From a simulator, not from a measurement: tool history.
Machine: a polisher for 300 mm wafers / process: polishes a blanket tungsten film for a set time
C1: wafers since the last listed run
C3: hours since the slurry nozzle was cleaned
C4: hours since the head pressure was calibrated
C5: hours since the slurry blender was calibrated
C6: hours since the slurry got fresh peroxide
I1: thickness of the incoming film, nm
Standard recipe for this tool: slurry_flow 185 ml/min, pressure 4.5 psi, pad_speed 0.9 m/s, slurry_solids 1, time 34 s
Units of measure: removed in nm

{"run": 1, "day": 0.0, "slurry_flow": 185, "pressure": 4.5, "pad_speed": 0.9, "slurry_solids": 1, "time": 34, "C1": 0, "wafers polished on this pad": 2827, "C3": 188.5, "C4": 28.9, "C5": 112.3, "C6": 177.1, "I1": 827.9, "removed": 154.9}
{"run": 2, "day": 2.221, "slurry_flow": 185, "pressure": 5.8, "pad_speed": 0.9, "slurry_solids": 1, "time": 34, "C1": 916, "wafers polished on this pad": 3743, "C3": 241.8, "C4": 82.2, "C5": 165.6, "C6": 230.4, "I1": 832.8, "removed": 194.9}
{"run": 3, "day": 5.275, "slurry_flow": 185, "pressure": 5.8, "pad_speed": 0.9, "slurry_solids": 1, "time": 34, "C1": 1259, "wafers polished on this pad": 5003, "C3": 315.1, "C4": 155.5, "C5": 238.9, "C6": 303.7, "I1": 804.2, "removed": 189.6}
{"day": 10.288, "done": "slurry tank refilled with fresh slurry and peroxide"}
{"day": 10.55, "done": "worn pad replaced by a new one"}
{"day": 12.475, "done": "slurry nozzle cleaned"}
{"day": 12.538, "done": "slurry blender recalibrated"}
{"run": 4, "day": 13.412, "slurry_flow": 150, "pressure": 4.5, "pad_speed": 0.9, "slurry_solids": 1.15, "time": 34, "C1": 3226, "wafers polished on this pad": 1137, "C3": 22.5, "C4": 350.8, "C5": 21, "C6": 75, "I1": 810.3, "removed": 154.5}
{"run": 5, "day": 16.512, "slurry_flow": 150, "pressure": 4.5, "pad_speed": 0.9, "slurry_solids": 1.15, "time": 34, "C1": 1278, "wafers polished on this pad": 2416, "C3": 96.9, "C4": 425.2, "C5": 95.4, "C6": 149.4, "I1": 817.4, "removed": 152.5}
{"day": 17.862, "done": "head pressure recalibrated"}
{"run": 6, "day": 19.883, "slurry_flow": 150, "pressure": 4.5, "pad_speed": 0.9, "slurry_solids": 1.15, "time": 34, "C1": 1356, "wafers polished on this pad": 3772, "C3": 177.8, "C4": 48.5, "C5": 176.3, "C6": 230.3, "I1": 815.3, "removed": 151.4}
{"run": 7, "day": 22.404, "slurry_flow": 185, "pressure": 4.5, "pad_speed": 0.9, "slurry_solids": 1, "time": 34, "C1": 1039, "wafers polished on this pad": 4812, "C3": 238.3, "C4": 109, "C5": 236.8, "C6": 290.8, "I1": 813.4, "removed": 148.7}
{"day": 26.183, "done": "worn pad replaced by a new one"}
{"day": 27.488, "done": "slurry blender recalibrated"}
{"day": 28.671, "done": "slurry tank refilled with fresh slurry and peroxide"}
{"day": 30.479, "done": "slurry nozzle cleaned"}
{"run": 8, "day": 33.742, "slurry_flow": 185, "pressure": 4.5, "pad_speed": 0.9, "slurry_solids": 1, "time": 34, "C1": 4539, "wafers polished on this pad": 3049, "C3": 78.3, "C4": 381.1, "C5": 150.1, "C6": 121.7, "I1": 820.2, "removed": 151.7}
{"run": 9, "day": 35.512, "slurry_flow": 185, "pressure": 4.5, "pad_speed": 0.9, "slurry_solids": 1, "time": 34, "C1": 730, "wafers polished on this pad": 3779, "C3": 120.8, "C4": 423.6, "C5": 192.6, "C6": 164.2, "I1": 820.8, "removed": 152.1}
{"day": 36.179, "done": "head pressure recalibrated"}
{"run": 10, "day": 38.55, "slurry_flow": 185, "pressure": 4.5, "pad_speed": 0.9, "slurry_solids": 1, "time": 34, "C1": 1218, "wafers polished on this pad": 4998, "C3": 193.7, "C4": 56.9, "C5": 265.5, "C6": 237.1, "I1": 823, "removed": 151.2}
{"run": 11, "day": 40.342, "slurry_flow": 185, "pressure": 4.5, "pad_speed": 0.9, "slurry_solids": 1, "time": 34, "C1": 739, "wafers polished on this pad": 5737, "C3": 236.7, "C4": 99.9, "C5": 308.5, "C6": 280.1, "I1": 813, "removed": 145.6}
{"run": 12, "day": 43.108, "slurry_flow": 185, "pressure": 4.5, "pad_speed": 0.9, "slurry_solids": 1, "time": 34, "C1": 1141, "wafers polished on this pad": 6878, "C3": 303.1, "C4": 166.3, "C5": 374.9, "C6": 346.5, "I1": 811, "removed": 144.6}
{"day": 44.321, "done": "worn pad replaced by a new one"}
{"day": 46.179, "done": "slurry blender recalibrated"}
{"day": 46.183, "done": "slurry tank refilled with fresh slurry and peroxide"}
{"run": 13, "day": 47.292, "slurry_flow": 225, "pressure": 4.5, "pad_speed": 0.6, "slurry_solids": 0.75, "time": 39, "C1": 1620, "wafers polished on this pad": 1189, "C3": 403.5, "C4": 266.7, "C5": 26.7, "C6": 26.6, "I1": 818.3, "removed": 119.9}
{"day": 47.846, "done": "slurry nozzle cleaned"}
{"run": 14, "day": 49.979, "slurry_flow": 235, "pressure": 3.1, "pad_speed": 0.58, "slurry_solids": 1, "time": 41, "C1": 1091, "wafers polished on this pad": 2281, "C3": 51.2, "C4": 331.2, "C5": 91.2, "C6": 91.1, "I1": 835.4, "removed": 88.1}
{"run": 15, "day": 51.633, "slurry_flow": 155, "pressure": 3.8, "pad_speed": 0.9, "slurry_solids": 1.15, "time": 34, "C1": 682, "wafers polished on this pad": 2963, "C3": 90.9, "C4": 370.9, "C5": 130.9, "C6": 130.8, "I1": 828.8, "removed": 130.5}
{"run": 16, "day": 53.271, "slurry_flow": 215, "pressure": 5.7, "pad_speed": 0.62, "slurry_solids": 1.15, "time": 34, "C1": 675, "wafers polished on this pad": 3639, "C3": 130.2, "C4": 410.2, "C5": 170.2, "C6": 170.1, "I1": 820.3, "removed": 142.1}
{"day": 55.358, "done": "head pressure recalibrated"}
{"run": 17, "day": 56.15, "slurry_flow": 185, "pressure": 5.4, "pad_speed": 1.1, "slurry_solids": 0.9, "time": 38, "C1": 1153, "wafers polished on this pad": 4792, "C3": 199.3, "C4": 19, "C5": 239.3, "C6": 239.2, "I1": 830.3, "removed": 234.3}
{"run": 18, "day": 59.354, "slurry_flow": 205, "pressure": 4.5, "pad_speed": 1.08, "slurry_solids": 0.85, "time": 44, "C1": 1321, "wafers polished on this pad": 6114, "C3": 276.2, "C4": 95.9, "C5": 316.2, "C6": 316.1, "I1": 820.2, "removed": 219.3}
{"day": 61.7, "done": "worn pad replaced by a new one"}
{"run": 19, "day": 61.742, "slurry_flow": 150, "pressure": 4.5, "pad_speed": 0.9, "slurry_solids": 1.15, "time": 34, "C1": 916, "wafers polished on this pad": 17, "C3": 333.5, "C4": 153.2, "C5": 373.5, "C6": 373.4, "I1": 822.8, "removed": 159.3}
{"day": 62.742, "done": "slurry tank refilled with fresh slurry and peroxide"}
{"run": 20, "day": 64.779, "slurry_flow": 185, "pressure": 4.5, "pad_speed": 0.9, "slurry_solids": 0.9, "time": 34, "C1": 1235, "wafers polished on this pad": 1253, "C3": 406.4, "C4": 226.1, "C5": 446.4, "C6": 48.9, "I1": 837.6, "removed": 152.1}
{"day": 66.071, "done": "slurry blender recalibrated"}
{"day": 67.142, "done": "slurry nozzle cleaned"}
{"run": 21, "day": 67.462, "slurry_flow": 185, "pressure": 4.5, "pad_speed": 0.9, "slurry_solids": 1, "time": 34, "C1": 1055, "wafers polished on this pad": 2308, "C3": 7.7, "C4": 290.5, "C5": 33.4, "C6": 113.3, "I1": 817.9, "removed": 155.6}
{"day": 71.138, "done": "head pressure recalibrated"}
{"run": 22, "day": 71.721, "slurry_flow": 125, "pressure": 5, "pad_speed": 1.02, "slurry_solids": 1, "time": 46, "C1": 1722, "wafers polished on this pad": 4030, "C3": 109.9, "C4": 14, "C5": 135.6, "C6": 215.5, "I1": 812.9, "removed": 237.2}
{"run": 23, "day": 75.217, "slurry_flow": 145, "pressure": 6.1, "pad_speed": 0.9, "slurry_solids": 1, "time": 34, "C1": 1442, "wafers polished on this pad": 5473, "C3": 193.8, "C4": 97.9, "C5": 219.5, "C6": 299.4, "I1": 831.8, "removed": 190.6}
{"run": 24, "day": 78.179, "slurry_flow": 135, "pressure": 3.4, "pad_speed": 1.04, "slurry_solids": 1.25, "time": 34, "C1": 1222, "wafers polished on this pad": 6695, "C3": 264.9, "C4": 169, "C5": 290.6, "C6": 370.5, "I1": 816.2, "removed": 126.9}
{"day": 79.379, "done": "worn pad replaced by a new one"}
{"run": 25, "day": 80.925, "slurry_flow": 185, "pressure": 4.5, "pad_speed": 0.9, "slurry_solids": 1, "time": 34, "C1": 1063, "wafers polished on this pad": 637, "C3": 330.8, "C4": 234.9, "C5": 356.5, "C6": 436.4, "I1": 812.3, "removed": 155}
{"day": 81.667, "done": "slurry tank refilled with fresh slurry and peroxide"}
{"day": 83.033, "done": "slurry blender recalibrated"}
{"run": 26, "day": 83.242, "slurry_flow": 140, "pressure": 4.5, "pad_speed": 0.9, "slurry_solids": 1, "time": 34, "C1": 904, "wafers polished on this pad": 1541, "C3": 386.4, "C4": 290.5, "C5": 5, "C6": 37.8, "I1": 822.3, "removed": 148.6}

4 ways to go on from here, each from the tool as it stands after run 26. What would each give?
{"run": "A", "day": 83.258, "slurry_flow": 185, "pressure": 4.5, "pad_speed": 0.9, "slurry_solids": 1.25, "time": 34, "C1": 6, "wafers polished on this pad": 1548, "C3": 386.8, "C4": 290.9, "C5": 5.4, "C6": 38.2, "I1": 821.6, "removed": "?"}
{"run": "B", "day": 83.258, "slurry_flow": 185, "pressure": 4.5, "pad_speed": 0.9, "slurry_solids": 0.75, "time": 29, "C1": 6, "wafers polished on this pad": 1548, "C3": 386.8, "C4": 290.9, "C5": 5.4, "C6": 38.2, "I1": 821.6, "removed": "?"}
{"run": "C", "day": 83.258, "slurry_flow": 215, "pressure": 4.5, "pad_speed": 0.78, "slurry_solids": 1.1, "time": 34, "C1": 6, "wafers polished on this pad": 1548, "C3": 386.8, "C4": 290.9, "C5": 5.4, "C6": 38.2, "I1": 821.6, "removed": "?"}
{"run": "D", "day": 83.258, "slurry_flow": 185, "pressure": 4.5, "pad_speed": 0.9, "slurry_solids": 1.15, "time": 34, "C1": 6, "wafers polished on this pad": 1548, "C3": 386.8, "C4": 290.9, "C5": 5.4, "C6": 38.2, "I1": 821.6, "removed": "?"}

run=A removed=165.1
run=B removed=125.9
run=C removed=143.3
run=D removed=162
With the hidden condition removed and each run's random variation left untouched, the same runs would have given:
run=A removed=169.2
run=B removed=129.1
run=C removed=146.8
run=D removed=166.1
